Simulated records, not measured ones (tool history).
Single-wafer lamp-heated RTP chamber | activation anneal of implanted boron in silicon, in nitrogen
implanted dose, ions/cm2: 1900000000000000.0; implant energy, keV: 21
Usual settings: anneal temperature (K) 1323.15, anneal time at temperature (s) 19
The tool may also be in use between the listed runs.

run,hour,anneal temperature (K),anneal time at temperature (s),wafers since the last listed run,wafers since the last pyrometer calibration,wafers since the reflector plate was cleaned,hours since the gauge calibration,"read-back reference wafer on the same gauge, sheet resistance",sheet resistance of the implanted and annealed layer (ohm/square)
1,0,1323.15,19,0,337,337,804.8,57.06,65.68
2,99.8,1323.15,19,1841,2178,2178,904.6,57.05,65.62
3,150.2,1323.15,19,929,3108,3108,955,57.1,65.2
4,215.8,1323.15,19,1210,4318,4318,1020.6,57.09,65.18
5,279.3,1323.15,19,1171,5490,5490,1084.1,57.08,64.96
6,350.7,1323.15,19,1317,6807,6807,1155.5,57.11,64.8
7,456.9,1323.15,19,1959,8767,8767,1261.7,57.18,64.41
# hour 513.9: pyrometer window cleaned and pyrometer calibrated
8,561.9,1323.15,19,1789,886,10556,1366.7,57.11,64.75
# hour 625.2: reflector plate cleaned
9,628.1,1323.15,19,1073,1960,52,1432.9,57.12,65.09
10,673.8,1337.15,16,843,2803,896,1478.6,57.08,63.98
11,718,1337.15,16,815,3618,1711,1522.8,57.15,63.81
12,801.6,1323.15,19,1542,5161,3254,1606.4,57.11,64.97
13,856.1,1323.15,19,1005,6166,4259,1660.9,57.09,64.92
14,900.1,1323.15,19,811,6978,5071,1704.9,57.02,64.97
15,980.3,1323.15,19,1479,8458,6551,1785.1,57.14,64.6
16,1035.3,1323.15,19,1014,9473,7566,1840.1,57.09,64.28
17,1122.8,1323.15,19,1614,11087,9180,1927.6,57.12,64.23
# hour 1161.4: pyrometer window cleaned and pyrometer calibrated
18,1197.2,1323.15,19,1225,660,10405,2002,57.12,64.14
19,1265.9,1306.15,13,1267,1927,11673,2070.7,57.11,67.08
# hour 1276: reflector plate cleaned
20,1310.6,1342.15,24,677,2604,638,2115.4,57.09,62.52
21,1580.7,1331.15,26,4983,7588,5621,2385.5,57.09,63.22
22,1666,1353.15,26,1573,9162,7195,2470.8,57.15,60.92
23,1710.4,1323.15,19,819,9981,8014,2515.2,57.1,64.91
# hour 1757: pyrometer window cleaned and pyrometer calibrated
# hour 1795.8: reflector plate cleaned
24,1806.4,1323.15,19,1476,763,195,2611.2,57.08,65.36
25,2003.9,1310.15,22,3643,4407,3839,2808.7,57.05,66.91
26,2087.8,1323.15,19,1548,5955,5387,2892.6,57.11,64.99

Forecast run 27:
27,2185.2,1297.15,23,1797,7752,7184,2990,?,?

{"run 27": {"read-back reference wafer on the same gauge, sheet resistance": 57.15, "sheet resistance of the implanted and annealed layer (ohm/square)": 68.29}}
Without the tool's hidden state the same run would have given sheet resistance of the implanted and annealed layer (ohm/square) 69.48.

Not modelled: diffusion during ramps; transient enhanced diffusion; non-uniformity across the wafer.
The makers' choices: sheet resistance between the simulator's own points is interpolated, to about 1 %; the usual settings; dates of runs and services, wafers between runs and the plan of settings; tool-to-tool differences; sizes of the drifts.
